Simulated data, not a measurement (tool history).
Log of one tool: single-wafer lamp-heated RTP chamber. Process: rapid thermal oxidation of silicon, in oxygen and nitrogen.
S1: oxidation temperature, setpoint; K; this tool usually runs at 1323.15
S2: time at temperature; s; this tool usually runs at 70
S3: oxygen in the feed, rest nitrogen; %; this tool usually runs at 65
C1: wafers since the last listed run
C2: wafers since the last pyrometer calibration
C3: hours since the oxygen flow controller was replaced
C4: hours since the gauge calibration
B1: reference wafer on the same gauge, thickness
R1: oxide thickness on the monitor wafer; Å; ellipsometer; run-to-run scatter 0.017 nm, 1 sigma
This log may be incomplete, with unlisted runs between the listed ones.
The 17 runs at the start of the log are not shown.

| run | hour | S1 | S2 | S3 | C1 | C2 | C3 | C4 | B1 | R1 |
|---|---|---|---|---|---|---|---|---|---|---|
| 18 | 1302.7 | 1323.15 | 93 | 65 | 468 | 2994 | 289.9 | 2792.0 | 8.494 | 90.69 |
| 19 | 1353.1 | 1323.15 | 93 | 65 | 357 | 3352 | 340.3 | 2842.4 | 8.497 | 90.67 |
|  | 1398.4 | pyrometer window cleaned and pyrometer calibrated |
| 20 | 1536.0 | 1347.15 | 81 | 81 | 1242 | 977 | 523.2 | 3025.3 | 8.509 | 108.70 |
| 21 | 1582.0 | 1323.15 | 46 | 81 | 326 | 1303 | 569.2 | 3071.3 | 8.509 | 71.92 |
| 22 | 1659.4 | 1323.15 | 70 | 65 | 549 | 1853 | 646.6 | 3148.7 | 8.520 | 80.06 |
| 23 | 1727.9 | 1308.15 | 59 | 51 | 486 | 2340 | 715.1 | 3217.2 | 8.521 | 61.26 |
| 24 | 1778.9 | 1323.15 | 98 | 65 | 362 | 2702 | 766.1 | 3268.2 | 8.527 | 93.06 |
|  | 1797.4 | gauge calibrated |
| 25 | 1875.4 | 1315.15 | 70 | 83 | 685 | 3388 | 862.6 | 78.0 | 8.395 | 81.32 |
|  | 1984.0 | pyrometer window cleaned and pyrometer calibrated |
| 26 | 1984.5 | 1346.15 | 45 | 65 | 718 | 3 | 971.7 | 187.1 | 8.398 | 75.74 |
| 27 | 2045.6 | 1333.15 | 44 | 76 | 433 | 437 | 1032.8 | 248.2 | 8.394 | 72.58 |
| 28 | 2120.0 | 1349.15 | 70 | 65 | 528 | 965 | 1107.2 | 322.6 | 8.395 | 94.21 |
| 29 | 2212.4 | 1323.15 | 70 | 65 | 656 | 1622 | 1199.6 | 415.0 | 8.399 | 78.95 |
| 30 | 2308.3 | 1323.15 | 70 | 65 | 681 | 2303 | 1295.5 | 510.9 | 8.394 | 78.90 |
| 31 | 2353.2 | 1351.15 | 55 | 43 | 318 | 2622 | 1340.4 | 555.8 | 8.389 | 73.83 |
| 32 | 2456.0 | 1323.15 | 70 | 77 | 730 | 3352 | 1443.2 | 658.6 | 8.394 | 83.62 |
|  | 2520.8 | pyrometer window cleaned and pyrometer calibrated |
| 33 | 2543.5 | 1299.15 | 40 | 73 | 564 | 161 | 1530.7 | 746.1 | 8.396 | 54.49 |
| 34 | 2611.8 | 1323.15 | 70 | 65 | 485 | 646 | 1599.0 | 814.4 | 8.400 | 79.09 |
| 35 | 2676.5 | 1336.15 | 70 | 65 | 459 | 1106 | 1663.7 | 879.1 | 8.402 | 86.29 |
| 36 | 2780.7 | 1352.15 | 41 | 57 | 740 | 1846 | 1767.9 | 983.3 | 8.400 | 72.41 |
| 37 | 2872.6 | 1323.15 | 70 | 65 | 652 | 2499 | 1859.8 | 1075.2 | 8.405 | 79.25 |
| 38 | 2911.5 | 1311.15 | 35 | 65 | 276 | 2775 | 1898.7 | 1114.1 | 8.405 | 53.75 |

What if the next run were any one of these 3? Each begins from the tool's condition after run 38:
| A | 2912.0 | 1323.15 | 70 | 94 | 3 | 2779 | 1899.2 | 1114.6 | ? | ? |
| B | 2912.0 | 1300.15 | 92 | 51 | 3 | 2779 | 1899.2 | 1114.6 | ? | ? |
| C | 2912.0 | 1296.15 | 55 | 77 | 3 | 2779 | 1899.2 | 1114.6 | ? | ? |

| run | B1 | R1 |
|---|---|---|
| A | 8.406 | 90.18 |
| B | 8.406 | 69.85 |
| C | 8.406 | 62.50 |
The same runs, with their run-to-run variation unchanged, on a tool lacking any hidden condition would have given:
| run | R1 |
|---|---|
| A | 90.00 |
| B | 69.72 |
| C | 62.37 |

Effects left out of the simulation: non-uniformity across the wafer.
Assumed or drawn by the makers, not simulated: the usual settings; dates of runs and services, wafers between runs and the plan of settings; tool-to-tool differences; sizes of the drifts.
